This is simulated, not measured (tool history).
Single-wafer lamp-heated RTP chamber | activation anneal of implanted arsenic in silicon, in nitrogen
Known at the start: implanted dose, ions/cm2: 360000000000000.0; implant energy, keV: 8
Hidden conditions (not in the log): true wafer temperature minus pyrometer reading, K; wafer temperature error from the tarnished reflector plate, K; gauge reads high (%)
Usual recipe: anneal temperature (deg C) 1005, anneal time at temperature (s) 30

run	day	anneal temperature (deg C)	anneal time at temperature (s)	wafers since the last listed run	wafers since the last pyrometer calibration	wafers since the reflector plate was cleaned	hours since the gauge calibration	read-back reference wafer on the same gauge, sheet resistance	sheet resistance of the implanted and annealed layer (ohm/square)
1	0	1005	30	0	1775	7193	255	227.06	267.42
2	1.404	1023	30	302	2078	7496	288.7	226.96	262.53
3	2.004	1023	30	129	2207	7626	303.1	227.04	262.39
4	2.846	1023	30	181	2389	7807	323.3	226.9	261.83
5	4.183	1005	30	288	2677	8096	355.4	226.98	268.7
6	6.508	1005	30	501	3179	8598	411.2	227.1	267.69
# day 7.479: reflector plate cleaned
7	7.5	1005	30	142	3321	4	435	227.03	266.75
8	8.192	991	30	149	3470	153	451.6	226.95	272.48
9	9.279	991	30	234	3705	388	477.7	227.03	272.43
10	10.579	991	30	280	3986	669	508.9	226.97	272.07
# day 11.075: pyrometer window cleaned and pyrometer calibrated
11	11.538	1005	47	134	100	803	531.9	227.09	262.06
12	12.408	985	45	187	288	991	552.8	227.05	269.18
# day 14.592: gauge calibrated
13	15.383	1005	30	641	930	1633	19	226.95	268.25
14	16.242	1020	37	185	1115	1818	39.6	227.03	259.5
15	17.471	1023	39	265	1380	2084	69.1	227.06	258.67
16	18.904	1005	42	309	1689	2393	103.5	226.99	263.42
17	20.079	1005	22	253	1943	2646	131.7	227.03	271.09
18	20.588	990	42	109	2052	2756	143.9	226.96	268.02
19	21.804	986	43	262	2315	3019	173.1	226.94	268.61
20	22.988	1005	30	255	2570	3274	201.5	227.02	267.33

5 options for the next run, each taken on its own from the tool as it stands now. Forecast them:
A	23.004	1005	30	3	2574	3277	201.9	?	?
B	23.004	991	41	3	2574	3277	201.9	?	?
C	23.004	1014	46	3	2574	3277	201.9	?	?
D	23.004	1016	30	3	2574	3277	201.9	?	?
E	23.004	1025	37	3	2574	3277	201.9	?	?

run	read-back reference wafer on the same gauge, sheet resistance	sheet resistance of the implanted and annealed layer (ohm/square)
A	226.88	267.47
B	226.88	267.49
C	226.88	258.71
D	226.88	264.11
E	226.88	258.13
Stripped of hidden state, with their random variation kept, the same runs would have yielded:
run	sheet resistance of the implanted and annealed layer (ohm/square)
A	267.47
B	267.49
C	258.71
D	264.11
E	258.13
